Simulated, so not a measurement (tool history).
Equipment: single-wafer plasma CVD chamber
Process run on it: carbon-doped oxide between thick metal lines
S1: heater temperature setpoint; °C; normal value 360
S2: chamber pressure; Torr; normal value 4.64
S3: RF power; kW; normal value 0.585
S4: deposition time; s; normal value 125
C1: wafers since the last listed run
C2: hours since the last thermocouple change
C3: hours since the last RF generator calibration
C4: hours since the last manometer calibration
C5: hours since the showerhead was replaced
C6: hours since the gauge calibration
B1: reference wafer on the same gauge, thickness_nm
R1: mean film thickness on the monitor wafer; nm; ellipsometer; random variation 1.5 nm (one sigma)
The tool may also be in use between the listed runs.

{"run": 1, "hour": 0.0, "S1": 360, "S2": 4.16, "S3": 0.585, "S4": 125, "C1": 0, "C2": 2699.3, "C3": 2009.1, "C4": 1488.5, "C5": 3090.9, "C6": 381.9, "B1": 533.99, "R1": 599.559}
{"run": 2, "hour": 12.4, "S1": 360, "S2": 4.16, "S3": 0.585, "S4": 125, "C1": 149, "C2": 2711.7, "C3": 2021.5, "C4": 1500.9, "C5": 3103.3, "C6": 394.3, "B1": 533.957, "R1": 600.334}
{"run": 3, "hour": 22.6, "S1": 360, "S2": 4.64, "S3": 0.585, "S4": 125, "C1": 122, "C2": 2721.9, "C3": 2031.7, "C4": 1511.1, "C5": 3113.5, "C6": 404.5, "B1": 534.154, "R1": 613.258}
{"hour": 33.9, "done": "gauge calibrated"}
{"run": 4, "hour": 38.4, "S1": 360, "S2": 4.64, "S3": 0.585, "S4": 125, "C1": 190, "C2": 2737.7, "C3": 2047.5, "C4": 1526.9, "C5": 3129.3, "C6": 4.5, "B1": 534.034, "R1": 612.619}
{"run": 5, "hour": 52.1, "S1": 360, "S2": 4.64, "S3": 0.585, "S4": 125, "C1": 164, "C2": 2751.4, "C3": 2061.2, "C4": 1540.6, "C5": 3143.0, "C6": 18.2, "B1": 534.096, "R1": 613.883}
{"run": 6, "hour": 66.7, "S1": 360, "S2": 4.64, "S3": 0.585, "S4": 125, "C1": 175, "C2": 2766.0, "C3": 2075.8, "C4": 1555.2, "C5": 3157.6, "C6": 32.8, "B1": 533.932, "R1": 612.607}
{"run": 7, "hour": 83.9, "S1": 360, "S2": 4.64, "S3": 0.585, "S4": 125, "C1": 207, "C2": 2783.2, "C3": 2093.0, "C4": 1572.4, "C5": 3174.8, "C6": 50.0, "B1": 533.851, "R1": 611.25}
{"run": 8, "hour": 98.9, "S1": 360, "S2": 4.64, "S3": 0.585, "S4": 109, "C1": 180, "C2": 2798.2, "C3": 2108.0, "C4": 1587.4, "C5": 3189.8, "C6": 65.0, "B1": 534.189, "R1": 533.645}
{"hour": 113.6, "done": "capacitance manometer re-zeroed and calibrated"}
{"run": 9, "hour": 116.7, "S1": 360, "S2": 4.64, "S3": 0.585, "S4": 109, "C1": 117, "C2": 2816.0, "C3": 2125.8, "C4": 3.1, "C5": 3207.6, "C6": 82.8, "B1": 534.152, "R1": 534.786}
{"run": 10, "hour": 124.0, "S1": 360, "S2": 4.64, "S3": 0.585, "S4": 125, "C1": 87, "C2": 2823.3, "C3": 2133.1, "C4": 10.4, "C5": 3214.9, "C6": 90.1, "B1": 533.885, "R1": 608.523}
{"run": 11, "hour": 139.3, "S1": 360, "S2": 4.64, "S3": 0.585, "S4": 107, "C1": 184, "C2": 2838.6, "C3": 2148.4, "C4": 25.7, "C5": 3230.2, "C6": 105.4, "B1": 534.026, "R1": 523.053}
{"run": 12, "hour": 152.7, "S1": 360, "S2": 4.64, "S3": 0.585, "S4": 140, "C1": 161, "C2": 2852.0, "C3": 2161.8, "C4": 39.1, "C5": 3243.6, "C6": 118.8, "B1": 533.913, "R1": 681.309}
{"run": 13, "hour": 165.5, "S1": 360, "S2": 4.16, "S3": 0.585, "S4": 125, "C1": 154, "C2": 2864.8, "C3": 2174.6, "C4": 51.9, "C5": 3256.4, "C6": 131.6, "B1": 534.066, "R1": 595.29}
{"hour": 187.8, "done": "RF generator calibrated"}
{"hour": 193.7, "done": "thermocouple changed; heater temperature recalibrated"}
{"run": 14, "hour": 194.2, "S1": 345, "S2": 5.5, "S3": 0.585, "S4": 149, "C1": 178, "C2": 0.5, "C3": 6.4, "C4": 80.6, "C5": 3285.1, "C6": 160.3, "B1": 533.775, "R1": 814.053}
{"run": 15, "hour": 198.8, "S1": 360, "S2": 4.64, "S3": 0.585, "S4": 125, "C1": 55, "C2": 5.1, "C3": 11.0, "C4": 85.2, "C5": 3289.7, "C6": 164.9, "B1": 533.982, "R1": 640.76}
{"run": 16, "hour": 213.8, "S1": 360, "S2": 4.64, "S3": 0.585, "S4": 133, "C1": 180, "C2": 20.1, "C3": 26.0, "C4": 100.2, "C5": 3304.7, "C6": 179.9, "B1": 534.015, "R1": 682.099}
{"hour": 230.8, "done": "showerhead replaced"}
{"run": 17, "hour": 231.3, "S1": 372, "S2": 4.64, "S3": 0.485, "S4": 125, "C1": 114, "C2": 37.6, "C3": 43.5, "C4": 117.7, "C5": 0.5, "C6": 197.4, "B1": 533.931, "R1": 506.08}
{"run": 18, "hour": 236.9, "S1": 360, "S2": 4.64, "S3": 0.535, "S4": 119, "C1": 67, "C2": 43.2, "C3": 49.1, "C4": 123.3, "C5": 6.1, "C6": 203.0, "B1": 533.927, "R1": 558.047}
{"run": 19, "hour": 245.6, "S1": 374, "S2": 4.64, "S3": 0.585, "S4": 142, "C1": 104, "C2": 51.9, "C3": 57.8, "C4": 132.0, "C5": 14.8, "C6": 211.7, "B1": 533.801, "R1": 707.749}
{"run": 20, "hour": 254.8, "S1": 360, "S2": 4.64, "S3": 0.585, "S4": 125, "C1": 110, "C2": 61.1, "C3": 67.0, "C4": 141.2, "C5": 24.0, "C6": 220.9, "B1": 533.902, "R1": 645.112}
{"run": 21, "hour": 270.5, "S1": 360, "S2": 4.64, "S3": 0.585, "S4": 133, "C1": 189, "C2": 76.8, "C3": 82.7, "C4": 156.9, "C5": 39.7, "C6": 236.6, "B1": 534.133, "R1": 679.99}
{"run": 22, "hour": 287.6, "S1": 360, "S2": 4.64, "S3": 0.585, "S4": 125, "C1": 205, "C2": 93.9, "C3": 99.8, "C4": 174.0, "C5": 56.8, "C6": 253.7, "B1": 534.18, "R1": 643.07}
{"run": 23, "hour": 303.1, "S1": 360, "S2": 4.64, "S3": 0.585, "S4": 140, "C1": 186, "C2": 109.4, "C3": 115.3, "C4": 189.5, "C5": 72.3, "C6": 269.2, "B1": 533.927, "R1": 718.03}
{"run": 24, "hour": 317.8, "S1": 346, "S2": 4.64, "S3": 0.585, "S4": 139, "C1": 176, "C2": 124.1, "C3": 130.0, "C4": 204.2, "C5": 87.0, "C6": 283.9, "B1": 534.016, "R1": 735.089}
{"run": 25, "hour": 323.9, "S1": 372, "S2": 5.15, "S3": 0.545, "S4": 136, "C1": 73, "C2": 130.2, "C3": 136.1, "C4": 210.3, "C5": 93.1, "C6": 290.0, "B1": 534.139, "R1": 644.841}
{"run": 26, "hour": 340.0, "S1": 369, "S2": 5.07, "S3": 0.585, "S4": 125, "C1": 193, "C2": 146.3, "C3": 152.2, "C4": 226.4, "C5": 109.2, "C6": 306.1, "B1": 533.739, "R1": 639.9}
{"run": 27, "hour": 349.2, "S1": 365, "S2": 4.22, "S3": 0.665, "S4": 105, "C1": 110, "C2": 155.5, "C3": 161.4, "C4": 235.6, "C5": 118.4, "C6": 315.3, "B1": 533.716, "R1": 587.645}

Here are 5 independent what-if runs from the current tool condition. What would each one return?
{"run": "A", "hour": 349.6, "S1": 360, "S2": 4.64, "S3": 0.585, "S4": 125, "C1": 4, "C2": 155.9, "C3": 161.8, "C4": 236.0, "C5": 118.8, "C6": 315.7, "B1": "?", "R1": "?"}
{"run": "B", "hour": 349.6, "S1": 360, "S2": 4.64, "S3": 0.515, "S4": 140, "C1": 4, "C2": 155.9, "C3": 161.8, "C4": 236.0, "C5": 118.8, "C6": 315.7, "B1": "?", "R1": "?"}
{"run": "C", "hour": 349.6, "S1": 352, "S2": 4.64, "S3": 0.55, "S4": 134, "C1": 4, "C2": 155.9, "C3": 161.8, "C4": 236.0, "C5": 118.8, "C6": 315.7, "B1": "?", "R1": "?"}
{"run": "D", "hour": 349.6, "S1": 360, "S2": 4.64, "S3": 0.585, "S4": 102, "C1": 4, "C2": 155.9, "C3": 161.8, "C4": 236.0, "C5": 118.8, "C6": 315.7, "B1": "?", "R1": "?"}
{"run": "E", "hour": 349.6, "S1": 367, "S2": 4.64, "S3": 0.585, "S4": 133, "C1": 4, "C2": 155.9, "C3": 161.8, "C4": 236.0, "C5": 118.8, "C6": 315.7, "B1": "?", "R1": "?"}

run=A B1=534.041 R1=641.660
run=B B1=534.041 R1=628.691
run=C B1=534.041 R1=658.553
run=D B1=534.041 R1=524.104
run=E B1=534.041 R1=672.379
With the hidden condition removed and each run's random variation left untouched, the same runs would have given:
run=A R1=647.275
run=B R1=634.494
run=C R1=664.501
run=D R1=528.690
run=E R1=678.262

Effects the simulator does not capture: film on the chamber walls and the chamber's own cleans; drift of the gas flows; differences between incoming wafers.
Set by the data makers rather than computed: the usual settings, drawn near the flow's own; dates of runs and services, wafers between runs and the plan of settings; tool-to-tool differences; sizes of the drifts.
